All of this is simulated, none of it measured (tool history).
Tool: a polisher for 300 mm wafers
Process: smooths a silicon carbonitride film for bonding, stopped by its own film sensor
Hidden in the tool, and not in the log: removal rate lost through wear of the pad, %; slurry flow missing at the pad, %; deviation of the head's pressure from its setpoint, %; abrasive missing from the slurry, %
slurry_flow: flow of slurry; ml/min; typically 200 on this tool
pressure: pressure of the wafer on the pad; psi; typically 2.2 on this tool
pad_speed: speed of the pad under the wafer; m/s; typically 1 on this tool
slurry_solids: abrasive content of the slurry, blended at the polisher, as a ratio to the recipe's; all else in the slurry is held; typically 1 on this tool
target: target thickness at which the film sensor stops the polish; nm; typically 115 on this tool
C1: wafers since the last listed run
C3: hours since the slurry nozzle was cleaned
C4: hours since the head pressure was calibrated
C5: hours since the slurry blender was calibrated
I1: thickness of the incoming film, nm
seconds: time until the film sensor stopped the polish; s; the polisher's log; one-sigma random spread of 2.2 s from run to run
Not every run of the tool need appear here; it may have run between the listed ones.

{"run": 1, "day": 0.0, "slurry_flow": 200, "pressure": 2.2, "pad_speed": 1, "slurry_solids": 1, "target": 115, "C1": 0, "wafers polished on this pad": 656, "C3": 445.5, "C4": 546.7, "C5": 88.4, "I1": 152.4, "seconds": 121.8}
{"run": 2, "day": 0.6, "slurry_flow": 200, "pressure": 2.2, "pad_speed": 1, "slurry_solids": 1, "target": 115, "C1": 72, "wafers polished on this pad": 729, "C3": 459.9, "C4": 561.1, "C5": 102.8, "I1": 151.4, "seconds": 114.4}
{"run": 3, "day": 1.146, "slurry_flow": 200, "pressure": 2.2, "pad_speed": 1, "slurry_solids": 1, "target": 115, "C1": 66, "wafers polished on this pad": 795, "C3": 473, "C4": 574.2, "C5": 115.9, "I1": 149, "seconds": 107.3}
{"run": 4, "day": 1.504, "slurry_flow": 200, "pressure": 2.2, "pad_speed": 1, "slurry_solids": 1, "target": 115, "C1": 43, "wafers polished on this pad": 839, "C3": 481.6, "C4": 582.8, "C5": 124.5, "I1": 150, "seconds": 109.5}
{"run": 5, "day": 2.15, "slurry_flow": 155, "pressure": 2.2, "pad_speed": 1, "slurry_solids": 0.8, "target": 115, "C1": 78, "wafers polished on this pad": 917, "C3": 497.1, "C4": 598.3, "C5": 140, "I1": 149.2, "seconds": 123.6}
{"run": 6, "day": 2.675, "slurry_flow": 155, "pressure": 2.2, "pad_speed": 1, "slurry_solids": 0.8, "target": 115, "C1": 63, "wafers polished on this pad": 981, "C3": 509.7, "C4": 610.9, "C5": 152.6, "I1": 152.3, "seconds": 137.2}
{"day": 2.883, "done": "worn pad replaced by a new one"}
{"run": 7, "day": 4.8, "slurry_flow": 200, "pressure": 2.2, "pad_speed": 1, "slurry_solids": 1, "target": 115, "C1": 237, "wafers polished on this pad": 232, "C3": 560.7, "C4": 661.9, "C5": 203.6, "I1": 147.6, "seconds": 102.8}
{"run": 8, "day": 5.338, "slurry_flow": 200, "pressure": 2.2, "pad_speed": 1, "slurry_solids": 1, "target": 115, "C1": 65, "wafers polished on this pad": 297, "C3": 573.6, "C4": 674.8, "C5": 216.5, "I1": 151.5, "seconds": 114.3}
{"day": 5.55, "done": "slurry blender recalibrated"}
{"run": 9, "day": 5.65, "slurry_flow": 200, "pressure": 2.2, "pad_speed": 1, "slurry_solids": 1, "target": 115, "C1": 27, "wafers polished on this pad": 325, "C3": 581.1, "C4": 682.3, "C5": 2.4, "I1": 149.9, "seconds": 109}
{"run": 10, "day": 6.117, "slurry_flow": 200, "pressure": 2.2, "pad_speed": 1, "slurry_solids": 1, "target": 115, "C1": 56, "wafers polished on this pad": 382, "C3": 592.3, "C4": 693.5, "C5": 13.6, "I1": 150.6, "seconds": 110.2}
{"run": 11, "day": 6.696, "slurry_flow": 200, "pressure": 2.2, "pad_speed": 1, "slurry_solids": 1, "target": 115, "C1": 70, "wafers polished on this pad": 452, "C3": 606.2, "C4": 707.4, "C5": 27.5, "I1": 149.5, "seconds": 106.7}
{"day": 7.033, "done": "slurry nozzle cleaned"}
{"run": 12, "day": 7.246, "slurry_flow": 200, "pressure": 2.2, "pad_speed": 1, "slurry_solids": 1, "target": 115, "C1": 61, "wafers polished on this pad": 514, "C3": 5.1, "C4": 720.6, "C5": 40.7, "I1": 149.3, "seconds": 108.6}
{"run": 13, "day": 7.775, "slurry_flow": 200, "pressure": 2.2, "pad_speed": 1, "slurry_solids": 1, "target": 115, "C1": 64, "wafers polished on this pad": 578, "C3": 17.8, "C4": 733.3, "C5": 53.4, "I1": 150.6, "seconds": 112.9}
{"run": 14, "day": 8.129, "slurry_flow": 200, "pressure": 2.2, "pad_speed": 1, "slurry_solids": 1, "target": 115, "C1": 42, "wafers polished on this pad": 621, "C3": 26.3, "C4": 741.8, "C5": 61.9, "I1": 149.5, "seconds": 108.8}
{"run": 15, "day": 8.425, "slurry_flow": 170, "pressure": 2.7, "pad_speed": 1, "slurry_solids": 1, "target": 115, "C1": 35, "wafers polished on this pad": 657, "C3": 33.4, "C4": 748.9, "C5": 69, "I1": 150.5, "seconds": 90.9}
{"run": 16, "day": 8.988, "slurry_flow": 200, "pressure": 2.2, "pad_speed": 1, "slurry_solids": 1.1, "target": 115, "C1": 68, "wafers polished on this pad": 725, "C3": 46.9, "C4": 762.4, "C5": 82.5, "I1": 149.1, "seconds": 99.7}
{"run": 17, "day": 9.375, "slurry_flow": 200, "pressure": 2.2, "pad_speed": 1, "slurry_solids": 0.9, "target": 115, "C1": 47, "wafers polished on this pad": 772, "C3": 56.2, "C4": 771.7, "C5": 91.8, "I1": 150.5, "seconds": 116.4}
{"run": 18, "day": 9.771, "slurry_flow": 200, "pressure": 1.5, "pad_speed": 0.84, "slurry_solids": 1, "target": 115, "C1": 48, "wafers polished on this pad": 820, "C3": 65.7, "C4": 781.2, "C5": 101.3, "I1": 151.5, "seconds": 189.9}
{"run": 19, "day": 10.496, "slurry_flow": 200, "pressure": 2.2, "pad_speed": 1, "slurry_solids": 1, "target": 115, "C1": 87, "wafers polished on this pad": 908, "C3": 83.1, "C4": 798.6, "C5": 118.7, "I1": 151, "seconds": 113.5}
{"run": 20, "day": 10.875, "slurry_flow": 200, "pressure": 1.4, "pad_speed": 1.16, "slurry_solids": 0.8, "target": 104, "C1": 46, "wafers polished on this pad": 954, "C3": 92.2, "C4": 807.7, "C5": 127.8, "I1": 148.8, "seconds": 222.1}
{"run": 21, "day": 11.521, "slurry_flow": 170, "pressure": 2.7, "pad_speed": 1, "slurry_solids": 1, "target": 115, "C1": 78, "wafers polished on this pad": 1033, "C3": 107.7, "C4": 823.2, "C5": 143.3, "I1": 148.8, "seconds": 89.9}
{"day": 11.762, "done": "worn pad replaced by a new one"}
{"run": 22, "day": 11.821, "slurry_flow": 250, "pressure": 2.2, "pad_speed": 1, "slurry_solids": 1, "target": 106, "C1": 16, "wafers polished on this pad": 7, "C3": 114.9, "C4": 830.4, "C5": 150.5, "I1": 150.2, "seconds": 134.1}
{"day": 12.054, "done": "head pressure recalibrated"}
{"run": 23, "day": 13.071, "slurry_flow": 200, "pressure": 2.2, "pad_speed": 1, "slurry_solids": 1, "target": 115, "C1": 141, "wafers polished on this pad": 148, "C3": 144.9, "C4": 24.4, "C5": 180.5, "I1": 148.9, "seconds": 105.1}
{"run": 24, "day": 13.654, "slurry_flow": 200, "pressure": 1.9, "pad_speed": 1, "slurry_solids": 1, "target": 125, "C1": 70, "wafers polished on this pad": 219, "C3": 158.9, "C4": 38.4, "C5": 194.5, "I1": 153, "seconds": 100.5}
{"day": 13.762, "done": "slurry blender recalibrated"}
{"run": 25, "day": 14.312, "slurry_flow": 155, "pressure": 2.4, "pad_speed": 1, "slurry_solids": 1, "target": 115, "C1": 69, "wafers polished on this pad": 289, "C3": 174.7, "C4": 54.2, "C5": 13.2, "I1": 148.9, "seconds": 101.9}
{"run": 26, "day": 15.008, "slurry_flow": 250, "pressure": 2.2, "pad_speed": 1, "slurry_solids": 0.8, "target": 115, "C1": 84, "wafers polished on this pad": 373, "C3": 191.4, "C4": 70.9, "C5": 29.9, "I1": 148.3, "seconds": 113.5}
{"run": 27, "day": 15.6, "slurry_flow": 200, "pressure": 2.2, "pad_speed": 1, "slurry_solids": 1, "target": 115, "C1": 71, "wafers polished on this pad": 445, "C3": 205.6, "C4": 85.1, "C5": 44.1, "I1": 151.1, "seconds": 113.5}
{"run": 28, "day": 15.979, "slurry_flow": 200, "pressure": 1.5, "pad_speed": 1, "slurry_solids": 1.15, "target": 115, "C1": 46, "wafers polished on this pad": 491, "C3": 214.7, "C4": 94.2, "C5": 53.2, "I1": 150.7, "seconds": 156.1}
{"run": 29, "day": 16.571, "slurry_flow": 200, "pressure": 2.2, "pad_speed": 1, "slurry_solids": 1, "target": 115, "C1": 71, "wafers polished on this pad": 563, "C3": 228.9, "C4": 108.4, "C5": 67.4, "I1": 149.5, "seconds": 109.1}
{"run": 30, "day": 17.158, "slurry_flow": 200, "pressure": 2, "pad_speed": 1, "slurry_solids": 1.2, "target": 115, "C1": 71, "wafers polished on this pad": 634, "C3": 243, "C4": 122.5, "C5": 81.5, "I1": 149.2, "seconds": 109.6}
{"run": 31, "day": 17.55, "slurry_flow": 200, "pressure": 2.2, "pad_speed": 1, "slurry_solids": 1, "target": 103, "C1": 47, "wafers polished on this pad": 682, "C3": 252.4, "C4": 131.9, "C5": 90.9, "I1": 148.6, "seconds": 148.9}

What differs in the tool's unlogged condition from the final listed run ahead of each entry between runs to the first listed run following it?
In the gap between runs 6 and 7: worn pad replaced by a new one (day 2.883)
  no hidden state differs between the two runs
In the gap between runs 8 and 9: slurry blender recalibrated (day 5.55)
  no hidden state differs between the two runs
In the gap between runs 11 and 12: slurry nozzle cleaned (day 7.033)
  no hidden state differs between the two runs
In the gap between runs 21 and 22: worn pad replaced by a new one (day 11.762)
  no hidden state differs between the two runs
In the gap between runs 22 and 23: head pressure recalibrated (day 12.054)
  no hidden state differs between the two runs
In the gap between runs 24 and 25: slurry blender recalibrated (day 13.762)
  no hidden state differs between the two runs
